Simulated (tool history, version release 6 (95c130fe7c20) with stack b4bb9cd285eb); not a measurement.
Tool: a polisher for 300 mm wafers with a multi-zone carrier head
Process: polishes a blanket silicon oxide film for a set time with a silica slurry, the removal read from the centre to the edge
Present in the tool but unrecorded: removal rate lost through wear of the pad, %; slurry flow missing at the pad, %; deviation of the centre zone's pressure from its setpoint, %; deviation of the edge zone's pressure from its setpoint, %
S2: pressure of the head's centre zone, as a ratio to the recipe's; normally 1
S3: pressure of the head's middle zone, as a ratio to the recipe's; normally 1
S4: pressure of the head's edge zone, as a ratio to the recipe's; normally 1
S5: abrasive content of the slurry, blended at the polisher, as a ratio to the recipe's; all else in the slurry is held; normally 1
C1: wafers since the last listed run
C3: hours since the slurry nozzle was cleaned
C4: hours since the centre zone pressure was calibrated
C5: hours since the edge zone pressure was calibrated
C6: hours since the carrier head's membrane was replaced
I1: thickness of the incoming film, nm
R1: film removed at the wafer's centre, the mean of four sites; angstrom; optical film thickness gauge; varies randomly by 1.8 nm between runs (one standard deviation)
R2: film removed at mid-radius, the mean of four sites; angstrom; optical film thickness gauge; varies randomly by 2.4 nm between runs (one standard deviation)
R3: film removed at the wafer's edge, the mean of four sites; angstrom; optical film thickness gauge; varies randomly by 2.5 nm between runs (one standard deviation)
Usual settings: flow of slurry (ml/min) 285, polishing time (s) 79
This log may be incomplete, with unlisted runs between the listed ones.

{"run": 1, "hour": 0.0, "flow of slurry (ml/min)": 285, "S2": 1, "S3": 1, "S4": 1, "S5": 1, "polishing time (s)": 79, "C1": 0, "wafers polished on this pad": 2778, "C3": 367.1, "C4": 992.1, "C5": 231, "C6": 318.8, "I1": 1146.5, "R1": 2010, "R2": 1762, "R3": 1889}
{"hour": 7.1, "done": "worn pad replaced by a new one"}
{"run": 2, "hour": 19.9, "flow of slurry (ml/min)": 285, "S2": 1.05, "S3": 1, "S4": 1.04, "S5": 0.85, "polishing time (s)": 67, "C1": 157, "wafers polished on this pad": 127, "C3": 387, "C4": 1012, "C5": 250.9, "C6": 338.7, "I1": 1125.3, "R1": 1661, "R2": 1387, "R3": 1446}
{"run": 3, "hour": 33.9, "flow of slurry (ml/min)": 285, "S2": 1, "S3": 0.95, "S4": 1, "S5": 1, "polishing time (s)": 79, "C1": 138, "wafers polished on this pad": 266, "C3": 401, "C4": 1026, "C5": 264.9, "C6": 352.7, "I1": 1141.7, "R1": 2028, "R2": 1719, "R3": 1871}
{"run": 4, "hour": 65.1, "flow of slurry (ml/min)": 285, "S2": 0.89, "S3": 1, "S4": 1, "S5": 0.85, "polishing time (s)": 79, "C1": 309, "wafers polished on this pad": 576, "C3": 432.2, "C4": 1057.2, "C5": 296.1, "C6": 383.9, "I1": 1136.5, "R1": 1685, "R2": 1644, "R3": 1692}
{"run": 5, "hour": 99.0, "flow of slurry (ml/min)": 285, "S2": 1.05, "S3": 1, "S4": 1.04, "S5": 0.85, "polishing time (s)": 67, "C1": 336, "wafers polished on this pad": 912, "C3": 466.1, "C4": 1091.1, "C5": 330, "C6": 417.8, "I1": 1120.6, "R1": 1688, "R2": 1405, "R3": 1485}
{"hour": 128.5, "done": "edge zone pressure recalibrated"}
{"run": 6, "hour": 145.0, "flow of slurry (ml/min)": 285, "S2": 1, "S3": 1, "S4": 1, "S5": 1, "polishing time (s)": 79, "C1": 436, "wafers polished on this pad": 1349, "C3": 512.1, "C4": 1137.1, "C5": 16.5, "C6": 463.8, "I1": 1138.3, "R1": 2078, "R2": 1781, "R3": 1844}
{"run": 7, "hour": 178.7, "flow of slurry (ml/min)": 285, "S2": 1, "S3": 1, "S4": 1, "S5": 1, "polishing time (s)": 79, "C1": 334, "wafers polished on this pad": 1683, "C3": 545.8, "C4": 1170.8, "C5": 50.2, "C6": 497.5, "I1": 1144, "R1": 2031, "R2": 1812, "R3": 1858}
{"hour": 202.1, "done": "slurry nozzle cleaned"}
{"hour": 206.9, "done": "centre zone pressure recalibrated"}
{"run": 8, "hour": 207.4, "flow of slurry (ml/min)": 245, "S2": 1, "S3": 1, "S4": 1, "S5": 1.1, "polishing time (s)": 79, "C1": 255, "wafers polished on this pad": 1939, "C3": 5.3, "C4": 0.5, "C5": 78.9, "C6": 526.2, "I1": 1135, "R1": 1851, "R2": 1837, "R3": 1904}
{"run": 9, "hour": 229.5, "flow of slurry (ml/min)": 285, "S2": 1, "S3": 0.93, "S4": 1, "S5": 1, "polishing time (s)": 79, "C1": 219, "wafers polished on this pad": 2158, "C3": 27.4, "C4": 22.6, "C5": 101, "C6": 548.3, "I1": 1128.4, "R1": 1767, "R2": 1701, "R3": 1814}
{"run": 10, "hour": 250.6, "flow of slurry (ml/min)": 340, "S2": 0.91, "S3": 1, "S4": 1, "S5": 1, "polishing time (s)": 79, "C1": 209, "wafers polished on this pad": 2367, "C3": 48.5, "C4": 43.7, "C5": 122.1, "C6": 569.4, "I1": 1111.3, "R1": 1639, "R2": 1808, "R3": 1857}
{"hour": 268.3, "done": "worn pad replaced by a new one"}
{"run": 11, "hour": 268.8, "flow of slurry (ml/min)": 255, "S2": 1, "S3": 1, "S4": 1, "S5": 0.8, "polishing time (s)": 79, "C1": 140, "wafers polished on this pad": 5, "C3": 66.7, "C4": 61.9, "C5": 140.3, "C6": 587.6, "I1": 1126.5, "R1": 1567, "R2": 1581, "R3": 1646}
{"run": 12, "hour": 292.6, "flow of slurry (ml/min)": 285, "S2": 1, "S3": 0.95, "S4": 1, "S5": 1, "polishing time (s)": 79, "C1": 236, "wafers polished on this pad": 241, "C3": 90.5, "C4": 85.7, "C5": 164.1, "C6": 611.4, "I1": 1114.7, "R1": 1778, "R2": 1701, "R3": 1806}
{"run": 13, "hour": 316.3, "flow of slurry (ml/min)": 350, "S2": 1, "S3": 0.93, "S4": 1, "S5": 0.75, "polishing time (s)": 79, "C1": 235, "wafers polished on this pad": 476, "C3": 114.2, "C4": 109.4, "C5": 187.8, "C6": 635.1, "I1": 1117.2, "R1": 1584, "R2": 1495, "R3": 1621}
{"run": 14, "hour": 347.4, "flow of slurry (ml/min)": 235, "S2": 1, "S3": 1, "S4": 1, "S5": 1.3, "polishing time (s)": 89, "C1": 308, "wafers polished on this pad": 785, "C3": 145.3, "C4": 140.5, "C5": 218.9, "C6": 666.2, "I1": 1129.6, "R1": 2243, "R2": 2248, "R3": 2362}
{"hour": 370.9, "done": "carrier head's membrane replaced by a new one"}
{"run": 15, "hour": 383.6, "flow of slurry (ml/min)": 200, "S2": 1.06, "S3": 1, "S4": 1, "S5": 1, "polishing time (s)": 79, "C1": 309, "wafers polished on this pad": 1095, "C3": 181.5, "C4": 176.7, "C5": 255.1, "C6": 12.7, "I1": 1112.7, "R1": 1900, "R2": 1725, "R3": 1825}
{"run": 16, "hour": 404.1, "flow of slurry (ml/min)": 285, "S2": 1, "S3": 1, "S4": 1, "S5": 1, "polishing time (s)": 79, "C1": 203, "wafers polished on this pad": 1298, "C3": 202, "C4": 197.2, "C5": 275.6, "C6": 33.2, "I1": 1125.2, "R1": 1812, "R2": 1771, "R3": 1835}
{"run": 17, "hour": 421.9, "flow of slurry (ml/min)": 285, "S2": 1, "S3": 1, "S4": 1, "S5": 1, "polishing time (s)": 79, "C1": 176, "wafers polished on this pad": 1475, "C3": 219.8, "C4": 215, "C5": 293.4, "C6": 51, "I1": 1143.2, "R1": 1834, "R2": 1804, "R3": 1813}
{"run": 18, "hour": 440.5, "flow of slurry (ml/min)": 250, "S2": 1, "S3": 0.95, "S4": 1, "S5": 1, "polishing time (s)": 79, "C1": 184, "wafers polished on this pad": 1660, "C3": 238.4, "C4": 233.6, "C5": 312, "C6": 69.6, "I1": 1141.4, "R1": 1828, "R2": 1716, "R3": 1869}
{"run": 19, "hour": 463.1, "flow of slurry (ml/min)": 285, "S2": 1, "S3": 1, "S4": 1, "S5": 1, "polishing time (s)": 79, "C1": 224, "wafers polished on this pad": 1884, "C3": 261, "C4": 256.2, "C5": 334.6, "C6": 92.2, "I1": 1120.2, "R1": 1862, "R2": 1808, "R3": 1845}
{"run": 20, "hour": 477.2, "flow of slurry (ml/min)": 285, "S2": 1, "S3": 1, "S4": 1, "S5": 1, "polishing time (s)": 79, "C1": 139, "wafers polished on this pad": 2024, "C3": 275.1, "C4": 270.3, "C5": 348.7, "C6": 106.3, "I1": 1116.8, "R1": 1871, "R2": 1810, "R3": 1811}
{"hour": 491.4, "done": "worn pad replaced by a new one"}
{"run": 21, "hour": 493.1, "flow of slurry (ml/min)": 285, "S2": 1.11, "S3": 1, "S4": 1.04, "S5": 1, "polishing time (s)": 79, "C1": 118, "wafers polished on this pad": 17, "C3": 291, "C4": 286.2, "C5": 364.6, "C6": 122.2, "I1": 1138.2, "R1": 2069, "R2": 1739, "R3": 1860}

Forecast each of these 4 alternatives for the next run:
{"run": "A", "hour": 493.6, "flow of slurry (ml/min)": 285, "S2": 1, "S3": 1, "S4": 1, "S5": 1, "polishing time (s)": 79, "C1": 4, "wafers polished on this pad": 22, "C3": 291.5, "C4": 286.7, "C5": 365.1, "C6": 122.7, "I1": 1107.5, "R1": "?", "R2": "?", "R3": "?"}
{"run": "B", "hour": 493.6, "flow of slurry (ml/min)": 330, "S2": 1, "S3": 1, "S4": 1, "S5": 1, "polishing time (s)": 79, "C1": 4, "wafers polished on this pad": 22, "C3": 291.5, "C4": 286.7, "C5": 365.1, "C6": 122.7, "I1": 1107.5, "R1": "?", "R2": "?", "R3": "?"}
{"run": "C", "hour": 493.6, "flow of slurry (ml/min)": 285, "S2": 1, "S3": 1, "S4": 1, "S5": 1, "polishing time (s)": 67, "C1": 4, "wafers polished on this pad": 22, "C3": 291.5, "C4": 286.7, "C5": 365.1, "C6": 122.7, "I1": 1107.5, "R1": "?", "R2": "?", "R3": "?"}
{"run": "D", "hour": 493.6, "flow of slurry (ml/min)": 285, "S2": 1, "S3": 1, "S4": 1, "S5": 1.3, "polishing time (s)": 79, "C1": 4, "wafers polished on this pad": 22, "C3": 291.5, "C4": 286.7, "C5": 365.1, "C6": 122.7, "I1": 1107.5, "R1": "?", "R2": "?", "R3": "?"}

run=A R1=1837 R2=1766 R3=1834
run=B R1=1857 R2=1783 R3=1847
run=C R1=1558 R2=1497 R3=1555
run=D R1=2058 R2=1978 R3=2054
Stripped of hidden state, with their random variation kept, the same runs would have yielded:
run=A R1=1796 R2=1766 R3=1834
run=B R1=1815 R2=1783 R3=1847
run=C R1=1523 R2=1498 R3=1555
run=D R1=2012 R2=1978 R3=2054
